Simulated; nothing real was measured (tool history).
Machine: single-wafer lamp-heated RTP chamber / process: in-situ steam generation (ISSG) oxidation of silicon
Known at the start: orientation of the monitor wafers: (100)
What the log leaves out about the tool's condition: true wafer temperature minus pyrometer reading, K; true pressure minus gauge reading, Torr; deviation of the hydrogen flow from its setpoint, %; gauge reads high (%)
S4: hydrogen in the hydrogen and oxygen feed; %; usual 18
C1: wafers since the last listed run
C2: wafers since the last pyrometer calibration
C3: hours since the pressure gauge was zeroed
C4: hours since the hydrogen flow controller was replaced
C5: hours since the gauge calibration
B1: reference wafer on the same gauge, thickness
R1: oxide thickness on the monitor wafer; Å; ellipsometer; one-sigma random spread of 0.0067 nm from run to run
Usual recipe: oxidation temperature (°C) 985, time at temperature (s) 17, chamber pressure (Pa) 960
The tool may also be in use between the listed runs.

{"run": 1, "hour": 0.0, "oxidation temperature (°C)": 985, "time at temperature (s)": 17, "chamber pressure (Pa)": 960, "S4": 18, "C1": 0, "C2": 283, "C3": 1364.6, "C4": 0.5, "C5": 176.5, "B1": 4.821, "R1": 45}
{"run": 2, "hour": 11.9, "oxidation temperature (°C)": 985, "time at temperature (s)": 17, "chamber pressure (Pa)": 960, "S4": 18, "C1": 223, "C2": 507, "C3": 1376.5, "C4": 12.4, "C5": 188.4, "B1": 4.82, "R1": 44.91}
{"run": 3, "hour": 57.2, "oxidation temperature (°C)": 985, "time at temperature (s)": 17, "chamber pressure (Pa)": 1067, "S4": 18, "C1": 850, "C2": 1357, "C3": 1421.8, "C4": 57.7, "C5": 233.7, "B1": 4.82, "R1": 45.21}
{"run": 4, "hour": 70.4, "oxidation temperature (°C)": 985, "time at temperature (s)": 17, "chamber pressure (Pa)": 960, "S4": 21, "C1": 247, "C2": 1605, "C3": 1435, "C4": 70.9, "C5": 246.9, "B1": 4.821, "R1": 46.93}
{"run": 5, "hour": 79.3, "oxidation temperature (°C)": 985, "time at temperature (s)": 17, "chamber pressure (Pa)": 960, "S4": 21, "C1": 167, "C2": 1772, "C3": 1443.9, "C4": 79.8, "C5": 255.8, "B1": 4.822, "R1": 46.9}
{"run": 6, "hour": 87.0, "oxidation temperature (°C)": 985, "time at temperature (s)": 17, "chamber pressure (Pa)": 960, "S4": 21, "C1": 144, "C2": 1916, "C3": 1451.6, "C4": 87.5, "C5": 263.5, "B1": 4.822, "R1": 46.89}
{"run": 7, "hour": 93.3, "oxidation temperature (°C)": 985, "time at temperature (s)": 17, "chamber pressure (Pa)": 960, "S4": 18, "C1": 118, "C2": 2035, "C3": 1457.9, "C4": 93.8, "C5": 269.8, "B1": 4.821, "R1": 45.19}
{"run": 8, "hour": 101.5, "oxidation temperature (°C)": 985, "time at temperature (s)": 15, "chamber pressure (Pa)": 960, "S4": 18, "C1": 153, "C2": 2189, "C3": 1466.1, "C4": 102, "C5": 278, "B1": 4.821, "R1": 42.81}
{"hour": 116.0, "done": "pyrometer window cleaned and pyrometer calibrated"}
{"run": 9, "hour": 116.5, "oxidation temperature (°C)": 971, "time at temperature (s)": 20, "chamber pressure (Pa)": 960, "S4": 26, "C1": 131, "C2": 9, "C3": 1481.1, "C4": 117, "C5": 293, "B1": 4.819, "R1": 50.31}
{"run": 10, "hour": 119.6, "oxidation temperature (°C)": 973, "time at temperature (s)": 17, "chamber pressure (Pa)": 960, "S4": 18, "C1": 58, "C2": 67, "C3": 1484.2, "C4": 120.1, "C5": 296.1, "B1": 4.818, "R1": 42.94}
{"run": 11, "hour": 136.9, "oxidation temperature (°C)": 985, "time at temperature (s)": 17, "chamber pressure (Pa)": 960, "S4": 18, "C1": 324, "C2": 392, "C3": 1501.5, "C4": 137.4, "C5": 313.4, "B1": 4.82, "R1": 44.96}
{"run": 12, "hour": 143.7, "oxidation temperature (°C)": 985, "time at temperature (s)": 17, "chamber pressure (Pa)": 960, "S4": 18, "C1": 127, "C2": 520, "C3": 1508.3, "C4": 144.2, "C5": 320.2, "B1": 4.82, "R1": 45.04}
{"run": 13, "hour": 158.0, "oxidation temperature (°C)": 995, "time at temperature (s)": 17, "chamber pressure (Pa)": 1027, "S4": 18, "C1": 268, "C2": 788, "C3": 1522.6, "C4": 158.5, "C5": 334.5, "B1": 4.817, "R1": 46.72}
{"run": 14, "hour": 174.6, "oxidation temperature (°C)": 985, "time at temperature (s)": 17, "chamber pressure (Pa)": 960, "S4": 18, "C1": 311, "C2": 1100, "C3": 1539.2, "C4": 175.1, "C5": 351.1, "B1": 4.818, "R1": 45.15}
{"run": 15, "hour": 190.6, "oxidation temperature (°C)": 975, "time at temperature (s)": 15, "chamber pressure (Pa)": 1067, "S4": 11, "C1": 300, "C2": 1400, "C3": 1555.2, "C4": 191.1, "C5": 367.1, "B1": 4.821, "R1": 37.04}
{"run": 16, "hour": 204.1, "oxidation temperature (°C)": 985, "time at temperature (s)": 17, "chamber pressure (Pa)": 960, "S4": 11, "C1": 253, "C2": 1653, "C3": 1568.7, "C4": 204.6, "C5": 380.6, "B1": 4.817, "R1": 40.41}
{"run": 17, "hour": 219.6, "oxidation temperature (°C)": 995, "time at temperature (s)": 15, "chamber pressure (Pa)": 960, "S4": 11, "C1": 290, "C2": 1944, "C3": 1584.2, "C4": 220.1, "C5": 396.1, "B1": 4.82, "R1": 39.45}
{"run": 18, "hour": 229.7, "oxidation temperature (°C)": 985, "time at temperature (s)": 17, "chamber pressure (Pa)": 960, "S4": 18, "C1": 189, "C2": 2134, "C3": 1594.3, "C4": 230.2, "C5": 406.2, "B1": 4.819, "R1": 45.05}
{"hour": 244.3, "done": "pressure gauge zeroed"}
{"run": 19, "hour": 244.8, "oxidation temperature (°C)": 985, "time at temperature (s)": 17, "chamber pressure (Pa)": 960, "S4": 18, "C1": 133, "C2": 2267, "C3": 0.5, "C4": 245.3, "C5": 421.3, "B1": 4.819, "R1": 45.23}
{"run": 20, "hour": 245.2, "oxidation temperature (°C)": 971, "time at temperature (s)": 12, "chamber pressure (Pa)": 920, "S4": 21, "C1": 7, "C2": 2275, "C3": 0.9, "C4": 245.7, "C5": 421.7, "B1": 4.82, "R1": 38.74}
{"run": 21, "hour": 253.8, "oxidation temperature (°C)": 985, "time at temperature (s)": 23, "chamber pressure (Pa)": 920, "S4": 26, "C1": 161, "C2": 2436, "C3": 9.5, "C4": 254.3, "C5": 430.3, "B1": 4.822, "R1": 56.42}
{"hour": 258.6, "done": "gauge calibrated"}
{"hour": 262.6, "done": "pyrometer window cleaned and pyrometer calibrated"}
{"run": 22, "hour": 263.1, "oxidation temperature (°C)": 985, "time at temperature (s)": 17, "chamber pressure (Pa)": 960, "S4": 18, "C1": 24, "C2": 10, "C3": 18.8, "C4": 263.6, "C5": 4.5, "B1": 4.821, "R1": 44.9}
{"run": 23, "hour": 273.9, "oxidation temperature (°C)": 985, "time at temperature (s)": 17, "chamber pressure (Pa)": 960, "S4": 18, "C1": 202, "C2": 212, "C3": 29.6, "C4": 274.4, "C5": 15.3, "B1": 4.821, "R1": 44.98}
{"run": 24, "hour": 321.2, "oxidation temperature (°C)": 985, "time at temperature (s)": 15, "chamber pressure (Pa)": 960, "S4": 24, "C1": 887, "C2": 1100, "C3": 76.9, "C4": 321.7, "C5": 62.6, "B1": 4.82, "R1": 46.12}
{"run": 25, "hour": 335.5, "oxidation temperature (°C)": 995, "time at temperature (s)": 14, "chamber pressure (Pa)": 920, "S4": 11, "C1": 268, "C2": 1369, "C3": 91.2, "C4": 336, "C5": 76.9, "B1": 4.822, "R1": 38.22}
{"run": 26, "hour": 342.4, "oxidation temperature (°C)": 985, "time at temperature (s)": 17, "chamber pressure (Pa)": 960, "S4": 18, "C1": 129, "C2": 1498, "C3": 98.1, "C4": 342.9, "C5": 83.8, "B1": 4.819, "R1": 45.21}
{"run": 27, "hour": 355.3, "oxidation temperature (°C)": 985, "time at temperature (s)": 17, "chamber pressure (Pa)": 960, "S4": 18, "C1": 242, "C2": 1740, "C3": 111, "C4": 355.8, "C5": 96.7, "B1": 4.82, "R1": 45.1}
{"hour": 372.1, "done": "pyrometer window cleaned and pyrometer calibrated"}
{"run": 28, "hour": 372.9, "oxidation temperature (°C)": 990, "time at temperature (s)": 17, "chamber pressure (Pa)": 920, "S4": 13, "C1": 180, "C2": 15, "C3": 128.6, "C4": 373.4, "C5": 114.3, "B1": 4.82, "R1": 42.24}
{"run": 29, "hour": 380.1, "oxidation temperature (°C)": 985, "time at temperature (s)": 15, "chamber pressure (Pa)": 960, "S4": 21, "C1": 135, "C2": 151, "C3": 135.8, "C4": 380.6, "C5": 121.5, "B1": 4.822, "R1": 44.13}
{"run": 30, "hour": 394.2, "oxidation temperature (°C)": 971, "time at temperature (s)": 17, "chamber pressure (Pa)": 920, "S4": 18, "C1": 264, "C2": 415, "C3": 149.9, "C4": 394.7, "C5": 135.6, "B1": 4.824, "R1": 42.69}

Forecast each of these 5 alternatives for the next run:
{"run": "A", "hour": 394.6, "oxidation temperature (°C)": 985, "time at temperature (s)": 17, "chamber pressure (Pa)": 1053, "S4": 18, "C1": 7, "C2": 423, "C3": 150.3, "C4": 395.1, "C5": 136, "B1": "?", "R1": "?"}
{"run": "B", "hour": 394.6, "oxidation temperature (°C)": 994, "time at temperature (s)": 10, "chamber pressure (Pa)": 960, "S4": 25, "C1": 7, "C2": 423, "C3": 150.3, "C4": 395.1, "C5": 136, "B1": "?", "R1": "?"}
{"run": "C", "hour": 394.6, "oxidation temperature (°C)": 985, "time at temperature (s)": 17, "chamber pressure (Pa)": 1027, "S4": 14, "C1": 7, "C2": 423, "C3": 150.3, "C4": 395.1, "C5": 136, "B1": "?", "R1": "?"}
{"run": "D", "hour": 394.6, "oxidation temperature (°C)": 985, "time at temperature (s)": 19, "chamber pressure (Pa)": 1080, "S4": 18, "C1": 7, "C2": 423, "C3": 150.3, "C4": 395.1, "C5": 136, "B1": "?", "R1": "?"}
{"run": "E", "hour": 394.6, "oxidation temperature (°C)": 985, "time at temperature (s)": 17, "chamber pressure (Pa)": 920, "S4": 14, "C1": 7, "C2": 423, "C3": 150.3, "C4": 395.1, "C5": 136, "B1": "?", "R1": "?"}

run=A B1=4.818 R1=45.07
run=B B1=4.818 R1=40.32
run=C B1=4.818 R1=42.55
run=D B1=4.818 R1=47.34
run=E B1=4.818 R1=42.22
What these runs would have given with no unlogged condition in the tool:
run=A R1=44.91
run=B R1=40.19
run=C R1=42.4
run=D R1=47.17
run=E R1=42.07

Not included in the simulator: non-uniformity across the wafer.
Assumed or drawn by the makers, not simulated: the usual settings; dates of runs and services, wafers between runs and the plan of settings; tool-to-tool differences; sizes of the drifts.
